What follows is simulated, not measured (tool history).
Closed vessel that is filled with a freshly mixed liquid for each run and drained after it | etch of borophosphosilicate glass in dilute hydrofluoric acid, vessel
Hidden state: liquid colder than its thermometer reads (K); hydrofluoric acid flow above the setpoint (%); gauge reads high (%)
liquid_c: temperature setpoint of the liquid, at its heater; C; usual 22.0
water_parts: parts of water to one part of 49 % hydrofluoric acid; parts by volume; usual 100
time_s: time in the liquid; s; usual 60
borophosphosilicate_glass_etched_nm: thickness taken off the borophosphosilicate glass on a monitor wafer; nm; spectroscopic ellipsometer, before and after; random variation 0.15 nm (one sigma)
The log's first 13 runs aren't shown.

run	hour	liquid_c	water_parts	time_s	wafers since the last listed run	hours since the thermometer was replaced	hours since the hydrofluoric acid flow meter was replaced	hours since the gauge calibration	read-back film thickness of the borophosphosilicate glass reference wafer, read on the same gauge (nm)	borophosphosilicate_glass_etched_nm
14	284.3	23.5	100	60	3056	1145.4	1237.6	488.0	140.00	42.36
15	296.8	22.0	100	60	1625	1157.9	1250.1	500.5	140.00	40.09
16	329.4	20.5	60	45	4239	1190.5	1282.7	533.1	139.99	48.80
17	362.6	27.0	80	30	4317	1223.7	1315.9	566.3	139.99	31.01
18	381.2	22.0	100	60	2418	1242.3	1334.5	584.9	139.99	39.70
# hour 396.1: hydrofluoric acid flow meter replaced
19	405.9	20.5	130	50	3082	1267.0	9.8	609.6	139.95	21.90
20	435.1	22.0	100	60	3797	1296.2	39.0	638.8	140.00	37.05
# hour 440.6: thermometer replaced
21	454.6	18.5	100	60	2405	14.0	58.5	658.3	139.97	34.90
22	472.3	22.0	100	60	2301	31.7	76.2	676.0	140.00	40.12
23	507.0	17.0	145	90	4512	66.4	110.9	710.7	140.01	32.43
# hour 520.2: gauge calibrated
24	522.7	17.0	140	30	2041	82.1	126.6	2.5	139.98	11.31
25	546.6	20.0	60	50	3108	106.0	150.5	26.4	140.05	54.00
26	576.5	22.0	100	60	3888	135.9	180.4	56.3	140.00	40.16
27	592.9	22.0	100	60	2132	152.3	196.8	72.7	140.00	40.32
28	618.1	22.0	100	60	3277	177.5	222.0	97.9	140.03	40.58
29	645.8	18.0	100	40	3602	205.2	249.7	125.6	140.02	22.82
30	687.0	26.0	125	60	5358	246.4	290.9	166.8	140.00	36.55
31	704.5	19.5	140	50	2275	263.9	308.4	184.3	140.06	20.76

5 ways to go on from here, each from the tool as it stands after run 31. What would each give?
A	705.2	22.0	100	60	91	264.6	309.1	185.0	?	?
B	705.2	19.5	80	85	91	264.6	309.1	185.0	?	?
C	705.2	22.0	100	30	91	264.6	309.1	185.0	?	?
D	705.2	25.0	150	30	91	264.6	309.1	185.0	?	?
E	705.2	22.0	100	75	91	264.6	309.1	185.0	?	?

run	read-back film thickness of the borophosphosilicate glass reference wafer, read on the same gauge (nm)	borophosphosilicate_glass_etched_nm
A	140.01	39.83
B	140.01	65.06
C	140.01	19.91
D	140.01	14.11
E	140.01	49.78
Without the tool's hidden state the same runs would have given:
run	borophosphosilicate_glass_etched_nm
A	40.07
B	65.52
C	20.03
D	14.16
E	50.08
